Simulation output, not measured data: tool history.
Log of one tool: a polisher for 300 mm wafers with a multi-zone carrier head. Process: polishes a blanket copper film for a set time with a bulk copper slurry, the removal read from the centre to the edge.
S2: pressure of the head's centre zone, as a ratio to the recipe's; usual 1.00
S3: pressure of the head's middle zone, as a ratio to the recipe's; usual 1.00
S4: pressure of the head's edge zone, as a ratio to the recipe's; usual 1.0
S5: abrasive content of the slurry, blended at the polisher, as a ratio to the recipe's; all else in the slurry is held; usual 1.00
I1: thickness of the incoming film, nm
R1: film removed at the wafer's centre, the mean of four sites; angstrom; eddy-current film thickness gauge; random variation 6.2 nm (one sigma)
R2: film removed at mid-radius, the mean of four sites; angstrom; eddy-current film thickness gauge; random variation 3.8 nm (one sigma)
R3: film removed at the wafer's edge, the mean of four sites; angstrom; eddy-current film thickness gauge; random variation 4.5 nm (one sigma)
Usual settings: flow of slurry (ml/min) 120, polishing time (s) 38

Run 1, day 0.000: usual settings but S5 1.25; I1 2428.3. Result: R1 4356 angstrom, R2 4579 angstrom, R3 4284 angstrom.
Run 2, day 0.579: usual settings but S5 1.25; I1 2495.6. Result: R1 4283 angstrom, R2 4487 angstrom, R3 4203 angstrom.
Run 3, day 1.700: usual settings but S5 1.25; I1 2465.7. Result: R1 4359 angstrom, R2 4446 angstrom, R3 4260 angstrom.
At day 1.975: worn pad replaced by a new one.
Run 4, day 2.429: usual settings; I1 2490.6. Result: R1 4386 angstrom, R2 4426 angstrom, R3 4167 angstrom.
Run 5, day 3.879: usual settings; I1 2459.3. Result: R1 4210 angstrom, R2 4290 angstrom, R3 4160 angstrom.
At day 4.125: slurry nozzle cleaned.
Run 6, day 4.592: usual settings; I1 2443.0. Result: R1 4145 angstrom, R2 4242 angstrom, R3 4072 angstrom.
At day 4.962: worn pad replaced by a new one.
At day 5.396: centre zone pressure recalibrated.
Run 7, day 6.346: usual settings; I1 2441.9. Result: R1 4155 angstrom, R2 4233 angstrom, R3 4137 angstrom.
Run 8, day 7.100: usual settings; I1 2445.0. Result: R1 4132 angstrom, R2 4315 angstrom, R3 4041 angstrom.
At day 7.683: worn pad replaced by a new one, of another model than before.
At day 8.438: edge zone pressure recalibrated.
Run 9, day 8.458: usual settings; I1 2477.2. Result: R1 4137 angstrom, R2 4342 angstrom, R3 4044 angstrom.
At day 8.958: carrier head's membrane replaced by a new one.
Run 10, day 9.046: usual settings but S2 0.88, S3 1.05, S5 0.75, polishing time (s) 29; I1 2491.9. Result: R1 2673 angstrom, R2 3192 angstrom, R3 2923 angstrom.
Run 11, day 9.571: usual settings but S5 1.15; I1 2441.0. Result: R1 4155 angstrom, R2 4286 angstrom, R3 4051 angstrom.
At day 10.762: worn pad replaced by a new one.
Run 12, day 11.058: usual settings but flow of slurry (ml/min) 100; I1 2430.1. Result: R1 4043 angstrom, R2 4203 angstrom, R3 4004 angstrom.
Run 13, day 11.996: usual settings but S2 0.94; I1 2457.5. Result: R1 3864 angstrom, R2 4275 angstrom, R3 4070 angstrom.
Run 14, day 12.746: usual settings but flow of slurry (ml/min) 155, S3 1.11; I1 2424.6. Result: R1 4323 angstrom, R2 4915 angstrom, R3 4162 angstrom.

Some steps in R1 between neighbouring runs. How much of each would the tool show without its hidden state too (settings, what came in, random variation), and how much is left for the hidden state, with any gauge scatter that isn't in both results?
The hidden state here: removal rate lost through wear of the pad, %; slurry flow missing at the pad, %; deviation of the centre zone's pressure from its setpoint, %; deviation of the edge zone's pressure from its setpoint, %.
Run 10 -> 11: S2 0.88 -> 1.00, S3 1.05 -> 1.00, S5 0.75 -> 1.15, polishing time (s) 29 -> 38. R1 +1482 angstrom: hidden state -194, all else +1676.
Run 11 -> 12: flow of slurry (ml/min) 120 -> 100, S5 1.15 -> 1.00, worn pad replaced by a new one. R1 -112 angstrom: hidden state +287, all else -399.
